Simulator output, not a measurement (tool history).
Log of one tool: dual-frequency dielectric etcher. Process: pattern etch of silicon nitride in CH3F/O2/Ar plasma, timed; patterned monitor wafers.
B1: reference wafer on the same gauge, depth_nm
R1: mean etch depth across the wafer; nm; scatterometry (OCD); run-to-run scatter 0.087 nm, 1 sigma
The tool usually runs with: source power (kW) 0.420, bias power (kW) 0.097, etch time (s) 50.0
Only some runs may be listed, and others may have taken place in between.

{"run": 1, "hour": 0.0, "source power (kW)": 0.42, "bias power (kW)": 0.097, "etch time (s)": 58.5, "B1": 39.08, "R1": 53.26}
{"run": 2, "hour": 29.1, "source power (kW)": 0.42, "bias power (kW)": 0.097, "etch time (s)": 58.5, "B1": 39.09, "R1": 53.31}
{"run": 3, "hour": 58.9, "source power (kW)": 0.42, "bias power (kW)": 0.097, "etch time (s)": 50.0, "B1": 39.11, "R1": 45.7}
{"run": 4, "hour": 106.8, "source power (kW)": 0.42, "bias power (kW)": 0.097, "etch time (s)": 50.0, "B1": 39.08, "R1": 45.7}
{"run": 5, "hour": 107.4, "source power (kW)": 0.42, "bias power (kW)": 0.097, "etch time (s)": 50.0, "B1": 39.11, "R1": 45.92}
{"run": 6, "hour": 137.8, "source power (kW)": 0.42, "bias power (kW)": 0.097, "etch time (s)": 50.0, "B1": 39.1, "R1": 45.84}
{"run": 7, "hour": 151.0, "source power (kW)": 0.42, "bias power (kW)": 0.097, "etch time (s)": 50.0, "B1": 39.1, "R1": 45.91}
{"run": 8, "hour": 163.9, "source power (kW)": 0.42, "bias power (kW)": 0.097, "etch time (s)": 50.0, "B1": 39.1, "R1": 45.78}
{"run": 9, "hour": 185.3, "source power (kW)": 0.42, "bias power (kW)": 0.097, "etch time (s)": 50.0, "B1": 39.1, "R1": 46.08}
{"run": 10, "hour": 199.5, "source power (kW)": 0.42, "bias power (kW)": 0.097, "etch time (s)": 50.0, "B1": 39.09, "R1": 45.89}
{"run": 11, "hour": 233.4, "source power (kW)": 0.45, "bias power (kW)": 0.076, "etch time (s)": 44.5, "B1": 39.08, "R1": 37.84}
{"run": 12, "hour": 249.7, "source power (kW)": 0.45, "bias power (kW)": 0.097, "etch time (s)": 50.0, "B1": 39.09, "R1": 47.32}
{"run": 13, "hour": 267.1, "source power (kW)": 0.33, "bias power (kW)": 0.074, "etch time (s)": 40.0, "B1": 39.1, "R1": 30.5}
{"run": 14, "hour": 299.9, "source power (kW)": 0.5, "bias power (kW)": 0.082, "etch time (s)": 60.0, "B1": 39.1, "R1": 54.73}
{"run": 15, "hour": 312.1, "source power (kW)": 0.36, "bias power (kW)": 0.115, "etch time (s)": 44.5, "B1": 39.11, "R1": 42.17}
{"run": 16, "hour": 332.2, "source power (kW)": 0.35, "bias power (kW)": 0.097, "etch time (s)": 63.0, "B1": 39.1, "R1": 55.07}
{"run": 17, "hour": 348.6, "source power (kW)": 0.42, "bias power (kW)": 0.097, "etch time (s)": 57.0, "B1": 39.1, "R1": 52.75}
{"run": 18, "hour": 369.5, "source power (kW)": 0.42, "bias power (kW)": 0.097, "etch time (s)": 50.0, "B1": 39.1, "R1": 46.28}
{"run": 19, "hour": 405.4, "source power (kW)": 0.42, "bias power (kW)": 0.097, "etch time (s)": 63.5, "B1": 39.12, "R1": 58.7}
{"run": 20, "hour": 438.8, "source power (kW)": 0.42, "bias power (kW)": 0.097, "etch time (s)": 50.0, "B1": 39.1, "R1": 45.72}
{"run": 21, "hour": 470.9, "source power (kW)": 0.42, "bias power (kW)": 0.097, "etch time (s)": 58.5, "B1": 39.11, "R1": 52.62}
{"run": 22, "hour": 535.1, "source power (kW)": 0.42, "bias power (kW)": 0.097, "etch time (s)": 36.0, "B1": 39.08, "R1": 32.61}
{"run": 23, "hour": 548.2, "source power (kW)": 0.42, "bias power (kW)": 0.12, "etch time (s)": 46.0, "B1": 39.09, "R1": 45.37}
{"run": 24, "hour": 570.4, "source power (kW)": 0.51, "bias power (kW)": 0.117, "etch time (s)": 42.5, "B1": 39.11, "R1": 44.17}
{"run": 25, "hour": 589.4, "source power (kW)": 0.42, "bias power (kW)": 0.115, "etch time (s)": 63.0, "B1": 39.1, "R1": 60.95}
{"run": 26, "hour": 613.0, "source power (kW)": 0.46, "bias power (kW)": 0.088, "etch time (s)": 56.0, "B1": 39.1, "R1": 50.07}
{"run": 27, "hour": 640.7, "source power (kW)": 0.39, "bias power (kW)": 0.097, "etch time (s)": 50.0, "B1": 39.11, "R1": 44.1}
{"run": 28, "hour": 672.6, "source power (kW)": 0.42, "bias power (kW)": 0.107, "etch time (s)": 50.0, "B1": 39.1, "R1": 47.33}
{"run": 29, "hour": 697.2, "source power (kW)": 0.42, "bias power (kW)": 0.097, "etch time (s)": 50.0, "B1": 39.1, "R1": 45.42}
{"run": 30, "hour": 711.9, "source power (kW)": 0.42, "bias power (kW)": 0.097, "etch time (s)": 50.0, "B1": 39.09, "R1": 45.23}

Removed from this log: 5 entries logged between the listed runs. Between which two listed runs does each belong, and how does the tool's hidden state at the listed run before it compare with that at the listed run after it?
Between runs 3 and 4: upper electrode replaced (hour 106.3)
  etch rate over this chamber's usual, %: 0.0901 -> 0.227; bias power that arrives over what is set, %: 2.48 -> 2.67
  measured result minus the result with no hidden state, R1: +0.50 -> +0.60 nm
Between runs 17 and 18: gauge calibrated (hour 361.1)
  etch rate over this chamber's usual, %: 0.918 -> 0.978; bias power that arrives over what is set, %: 3.71 -> 3.8
  measured result minus the result with no hidden state, R1: +1.27 -> +1.15 nm
Between runs 18 and 19: source power generator calibrated (hour 390.9)
  etch rate over this chamber's usual, %: 0.978 -> 1.08; bias power that arrives over what is set, %: 3.8 -> 3.97
  measured result minus the result with no hidden state, R1: +1.15 -> +1.55 nm
Between runs 19 and 20: bias power generator calibrated (hour 438.3)
  etch rate over this chamber's usual, %: 1.08 -> 1.18; bias power that arrives over what is set, %: 3.97 -> -0.522
  measured result minus the result with no hidden state, R1: +1.55 -> +0.43 nm
Between runs 20 and 21: wet clean of the chamber (hour 470.4)
  etch rate over this chamber's usual, %: 1.18 -> -0.105; bias power that arrives over what is set, %: -0.522 -> -0.521
  measured result minus the result with no hidden state, R1: +0.43 -> -0.17 nm
